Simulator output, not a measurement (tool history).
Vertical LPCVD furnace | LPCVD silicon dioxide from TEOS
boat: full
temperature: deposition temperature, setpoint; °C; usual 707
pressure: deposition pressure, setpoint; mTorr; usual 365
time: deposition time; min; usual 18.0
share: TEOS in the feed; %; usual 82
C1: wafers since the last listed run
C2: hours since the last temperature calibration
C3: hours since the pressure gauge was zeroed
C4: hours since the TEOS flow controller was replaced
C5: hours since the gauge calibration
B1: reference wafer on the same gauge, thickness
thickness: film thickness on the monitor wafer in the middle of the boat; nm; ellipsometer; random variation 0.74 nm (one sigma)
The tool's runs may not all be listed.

run 1 hour=0.0 | temperature=704 pressure=365 time=18.0 share=82 | C1=0 C2=136.1 C3=4611.3 C4=239.9 C5=1993.8 | B1=221.14 | thickness=179.78
run 2 hour=95.7 | temperature=704 pressure=365 time=18.0 share=82 | C1=1385 C2=231.8 C3=4707.0 C4=335.6 C5=2089.5 | B1=221.19 | thickness=181.03
run 3 hour=178.2 | temperature=707 pressure=365 time=18.0 share=82 | C1=1194 C2=314.3 C3=4789.5 C4=418.1 C5=2172.0 | B1=220.80 | thickness=193.25
run 4 hour=266.7 | temperature=707 pressure=365 time=18.0 share=82 | C1=1281 C2=402.8 C3=4878.0 C4=506.6 C5=2260.5 | B1=220.80 | thickness=195.06
run 5 hour=313.9 | temperature=707 pressure=365 time=14.0 share=82 | C1=683 C2=450.0 C3=4925.2 C4=553.8 C5=2307.7 | B1=220.79 | thickness=151.33
run 6 hour=411.7 | temperature=707 pressure=365 time=14.0 share=82 | C1=1416 C2=547.8 C3=5023.0 C4=651.6 C5=2405.5 | B1=221.24 | thickness=150.55
run 7 hour=486.7 | temperature=707 pressure=365 time=14.0 share=82 | C1=1085 C2=622.8 C3=5098.0 C4=726.6 C5=2480.5 | B1=221.11 | thickness=150.74
-- hour=540.7 gauge calibrated
-- hour=550.9 pressure gauge zeroed
run 8 hour=560.0 | temperature=707 pressure=365 time=18.0 share=82 | C1=713 C2=696.1 C3=9.1 C4=799.9 C5=19.3 | B1=220.98 | thickness=198.92
run 9 hour=648.7 | temperature=707 pressure=365 time=21.5 share=82 | C1=1284 C2=784.8 C3=97.8 C4=888.6 C5=108.0 | B1=221.09 | thickness=240.46
run 10 hour=689.2 | temperature=707 pressure=365 time=18.0 share=82 | C1=586 C2=825.3 C3=138.3 C4=929.1 C5=148.5 | B1=221.10 | thickness=200.26
run 11 hour=752.0 | temperature=707 pressure=320 time=15.0 share=82 | C1=909 C2=888.1 C3=201.1 C4=991.9 C5=211.3 | B1=221.05 | thickness=156.97
run 12 hour=843.3 | temperature=707 pressure=365 time=18.0 share=87 | C1=1321 C2=979.4 C3=292.4 C4=1083.2 C5=302.6 | B1=221.19 | thickness=205.42
run 13 hour=892.1 | temperature=707 pressure=365 time=22.5 share=82 | C1=706 C2=1028.2 C3=341.2 C4=1132.0 C5=351.4 | B1=220.87 | thickness=249.61
run 14 hour=929.2 | temperature=718 pressure=335 time=15.5 share=96 | C1=537 C2=1065.3 C3=378.3 C4=1169.1 C5=388.5 | B1=221.12 | thickness=228.73
run 15 hour=974.0 | temperature=707 pressure=365 time=11.0 share=82 | C1=648 C2=1110.1 C3=423.1 C4=1213.9 C5=433.3 | B1=221.07 | thickness=122.55
run 16 hour=1037.9 | temperature=717 pressure=310 time=12.0 share=86 | C1=925 C2=1174.0 C3=487.0 C4=1277.8 C5=497.2 | B1=221.09 | thickness=157.78
run 17 hour=1136.8 | temperature=707 pressure=365 time=24.0 share=82 | C1=1432 C2=1272.9 C3=585.9 C4=1376.7 C5=596.1 | B1=220.97 | thickness=266.95
run 18 hour=1190.3 | temperature=702 pressure=365 time=15.0 share=82 | C1=774 C2=1326.4 C3=639.4 C4=1430.2 C5=649.6 | B1=221.00 | thickness=148.37
run 19 hour=1240.6 | temperature=707 pressure=365 time=18.0 share=91 | C1=728 C2=1376.7 C3=689.7 C4=1480.5 C5=699.9 | B1=221.05 | thickness=209.99
run 20 hour=1338.6 | temperature=707 pressure=410 time=11.0 share=82 | C1=1418 C2=1474.7 C3=787.7 C4=1578.5 C5=797.9 | B1=221.12 | thickness=129.80
run 21 hour=1395.7 | temperature=716 pressure=365 time=18.0 share=82 | C1=826 C2=1531.8 C3=844.8 C4=1635.6 C5=855.0 | B1=220.95 | thickness=246.96
run 22 hour=1474.1 | temperature=707 pressure=365 time=18.0 share=82 | C1=1135 C2=1610.2 C3=923.2 C4=1714.0 C5=933.4 | B1=220.88 | thickness=199.98
run 23 hour=1522.4 | temperature=700 pressure=430 time=16.0 share=97 | C1=699 C2=1658.5 C3=971.5 C4=1762.3 C5=981.7 | B1=220.93 | thickness=179.50
run 24 hour=1594.4 | temperature=707 pressure=365 time=13.5 share=82 | C1=1042 C2=1730.5 C3=1043.5 C4=1834.3 C5=1053.7 | B1=220.88 | thickness=150.11
run 25 hour=1660.8 | temperature=719 pressure=365 time=18.0 share=82 | C1=961 C2=1796.9 C3=1109.9 C4=1900.7 C5=1120.1 | B1=220.79 | thickness=264.79
run 26 hour=1733.5 | temperature=707 pressure=365 time=18.0 share=82 | C1=1052 C2=1869.6 C3=1182.6 C4=1973.4 C5=1192.8 | B1=220.94 | thickness=199.98
run 27 hour=1794.3 | temperature=707 pressure=365 time=18.0 share=82 | C1=880 C2=1930.4 C3=1243.4 C4=2034.2 C5=1253.6 | B1=221.01 | thickness=201.45
run 28 hour=1895.4 | temperature=713 pressure=365 time=22.0 share=97 | C1=1463 C2=2031.5 C3=1344.5 C4=2135.3 C5=1354.7 | B1=221.11 | thickness=305.82
run 29 hour=1949.6 | temperature=707 pressure=390 time=16.0 share=73 | C1=784 C2=2085.7 C3=1398.7 C4=2189.5 C5=1408.9 | B1=220.95 | thickness=172.91
run 30 hour=2038.6 | temperature=707 pressure=365 time=15.0 share=92 | C1=1288 C2=2174.7 C3=1487.7 C4=2278.5 C5=1497.9 | B1=221.02 | thickness=176.45
run 31 hour=2088.3 | temperature=707 pressure=365 time=14.0 share=82 | C1=719 C2=2224.4 C3=1537.4 C4=2328.2 C5=1547.6 | B1=221.01 | thickness=155.53
run 32 hour=2177.9 | temperature=707 pressure=365 time=16.0 share=82 | C1=1297 C2=2314.0 C3=1627.0 C4=2417.8 C5=1637.2 | B1=220.99 | thickness=177.79

3 ways to go on from here, each from the tool as it stands after run 32. What would each give?
run A hour=2182.9 | temperature=707 pressure=365 time=12.5 share=82 | C1=72 C2=2319.0 C3=1632.0 C4=2422.8 C5=1642.2 | B1=? | thickness=?
run B hour=2182.9 | temperature=707 pressure=365 time=15.5 share=82 | C1=72 C2=2319.0 C3=1632.0 C4=2422.8 C5=1642.2 | B1=? | thickness=?
run C hour=2182.9 | temperature=707 pressure=365 time=24.5 share=82 | C1=72 C2=2319.0 C3=1632.0 C4=2422.8 C5=1642.2 | B1=? | thickness=?

run=A B1=220.84 thickness=138.89
run=B B1=220.84 thickness=172.22
run=C B1=220.84 thickness=272.21
Without the tool's hidden state the same runs would have given:
run=A thickness=136.58
run=B thickness=169.35
run=C thickness=267.69

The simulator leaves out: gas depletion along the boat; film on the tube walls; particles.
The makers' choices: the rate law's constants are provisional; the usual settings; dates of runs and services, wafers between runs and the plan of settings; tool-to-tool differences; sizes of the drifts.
